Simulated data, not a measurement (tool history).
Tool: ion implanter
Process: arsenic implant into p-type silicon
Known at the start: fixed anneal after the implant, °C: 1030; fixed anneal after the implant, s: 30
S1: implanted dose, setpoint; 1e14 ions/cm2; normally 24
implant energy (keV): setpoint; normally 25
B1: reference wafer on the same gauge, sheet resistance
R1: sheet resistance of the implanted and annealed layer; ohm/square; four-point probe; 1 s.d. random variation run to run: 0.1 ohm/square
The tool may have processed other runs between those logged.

{"run": 1, "hour": 0.0, "S1": 25.83, "implant energy (keV)": 25, "B1": 63.22, "R1": 66.87}
{"run": 2, "hour": 16.8, "S1": 24, "implant energy (keV)": 29.5, "B1": 63.21, "R1": 65.23}
{"run": 3, "hour": 27.0, "S1": 24, "implant energy (keV)": 25, "B1": 63.21, "R1": 68.22}
{"run": 4, "hour": 50.5, "S1": 24, "implant energy (keV)": 25, "B1": 63.19, "R1": 68.25}
{"run": 5, "hour": 59.8, "S1": 24, "implant energy (keV)": 25, "B1": 63.21, "R1": 68.32}
{"run": 6, "hour": 67.2, "S1": 24, "implant energy (keV)": 25, "B1": 63.22, "R1": 68.32}
{"run": 7, "hour": 79.3, "S1": 24, "implant energy (keV)": 25, "B1": 63.19, "R1": 68.25}
{"run": 8, "hour": 91.3, "S1": 24, "implant energy (keV)": 25, "B1": 63.18, "R1": 68.35}
{"run": 9, "hour": 98.4, "S1": 24, "implant energy (keV)": 25, "B1": 63.2, "R1": 68.38}
{"run": 10, "hour": 144.7, "S1": 24, "implant energy (keV)": 25, "B1": 63.2, "R1": 68.03}
{"hour": 162.8, "done": "Faraday cup replaced and dose calibrated"}
{"run": 11, "hour": 163.3, "S1": 24, "implant energy (keV)": 25, "B1": 63.18, "R1": 69.64}
{"run": 12, "hour": 170.9, "S1": 24, "implant energy (keV)": 25, "B1": 63.19, "R1": 69.53}
{"hour": 182.8, "done": "extraction supply calibrated"}
{"run": 13, "hour": 183.3, "S1": 24, "implant energy (keV)": 25, "B1": 63.19, "R1": 69.52}
{"run": 14, "hour": 188.5, "S1": 24, "implant energy (keV)": 25, "B1": 63.2, "R1": 69.49}
{"run": 15, "hour": 238.0, "S1": 24, "implant energy (keV)": 25, "B1": 63.21, "R1": 69.61}
{"run": 16, "hour": 251.0, "S1": 24, "implant energy (keV)": 25, "B1": 63.2, "R1": 69.63}
{"run": 17, "hour": 260.5, "S1": 18.25, "implant energy (keV)": 18, "B1": 63.21, "R1": 81.33}
{"run": 18, "hour": 269.2, "S1": 17.58, "implant energy (keV)": 28.5, "B1": 63.2, "R1": 76.16}
{"run": 19, "hour": 281.2, "S1": 28.48, "implant energy (keV)": 30.5, "B1": 63.21, "R1": 62.51}
{"run": 20, "hour": 289.5, "S1": 29.7, "implant energy (keV)": 28, "B1": 63.2, "R1": 63.53}
{"run": 21, "hour": 299.1, "S1": 24, "implant energy (keV)": 25, "B1": 63.2, "R1": 69.79}
{"run": 22, "hour": 314.1, "S1": 24, "implant energy (keV)": 25, "B1": 63.2, "R1": 69.62}
{"run": 23, "hour": 332.0, "S1": 26.13, "implant energy (keV)": 31.5, "B1": 63.2, "R1": 63.48}
{"hour": 343.1, "done": "gauge calibrated"}
{"run": 24, "hour": 344.6, "S1": 24, "implant energy (keV)": 25, "B1": 63.2, "R1": 69.57}
{"run": 25, "hour": 362.1, "S1": 21.24, "implant energy (keV)": 21, "B1": 63.19, "R1": 75.26}
{"run": 26, "hour": 369.9, "S1": 21.2, "implant energy (keV)": 25, "B1": 63.2, "R1": 72.69}
{"run": 27, "hour": 380.1, "S1": 29.59, "implant energy (keV)": 23, "B1": 63.19, "R1": 67.2}
{"run": 28, "hour": 390.2, "S1": 21.78, "implant energy (keV)": 19.5, "B1": 63.2, "R1": 75.84}
{"run": 29, "hour": 405.8, "S1": 20.16, "implant energy (keV)": 16.5, "B1": 63.22, "R1": 79.7}
{"run": 30, "hour": 422.7, "S1": 29.16, "implant energy (keV)": 25, "B1": 63.18, "R1": 65.77}
{"run": 31, "hour": 429.2, "S1": 24, "implant energy (keV)": 18.5, "B1": 63.18, "R1": 74.43}
{"run": 32, "hour": 435.9, "S1": 30.6, "implant energy (keV)": 28.5, "B1": 63.19, "R1": 62.55}
{"run": 33, "hour": 443.7, "S1": 24, "implant energy (keV)": 25, "B1": 63.2, "R1": 69.79}
{"run": 34, "hour": 454.3, "S1": 27.86, "implant energy (keV)": 28.5, "B1": 63.19, "R1": 64.2}
{"run": 35, "hour": 469.9, "S1": 17.81, "implant energy (keV)": 17.5, "B1": 63.23, "R1": 82.48}
{"run": 36, "hour": 484.6, "S1": 16.85, "implant energy (keV)": 25, "B1": 63.19, "R1": 79.6}
{"run": 37, "hour": 493.0, "S1": 20.15, "implant energy (keV)": 32.5, "B1": 63.2, "R1": 69.34}

What if the next run were any one of these 4? Each begins from the tool's condition after run 37:
{"run": "A", "hour": 493.4, "S1": 18.29, "implant energy (keV)": 25, "B1": "?", "R1": "?"}
{"run": "B", "hour": 493.4, "S1": 30.37, "implant energy (keV)": 33, "B1": "?", "R1": "?"}
{"run": "C", "hour": 493.4, "S1": 28.39, "implant energy (keV)": 20, "B1": "?", "R1": "?"}
{"run": "D", "hour": 493.4, "S1": 26.51, "implant energy (keV)": 20, "B1": "?", "R1": "?"}

run=A B1=63.21 R1=77.01
run=B B1=63.21 R1=60
run=C B1=63.21 R1=70.34
run=D B1=63.21 R1=71.55
With no hidden state in the tool, these same runs would have given:
run=A R1=76.95
run=B R1=59.97
run=C R1=70.31
run=D R1=71.51
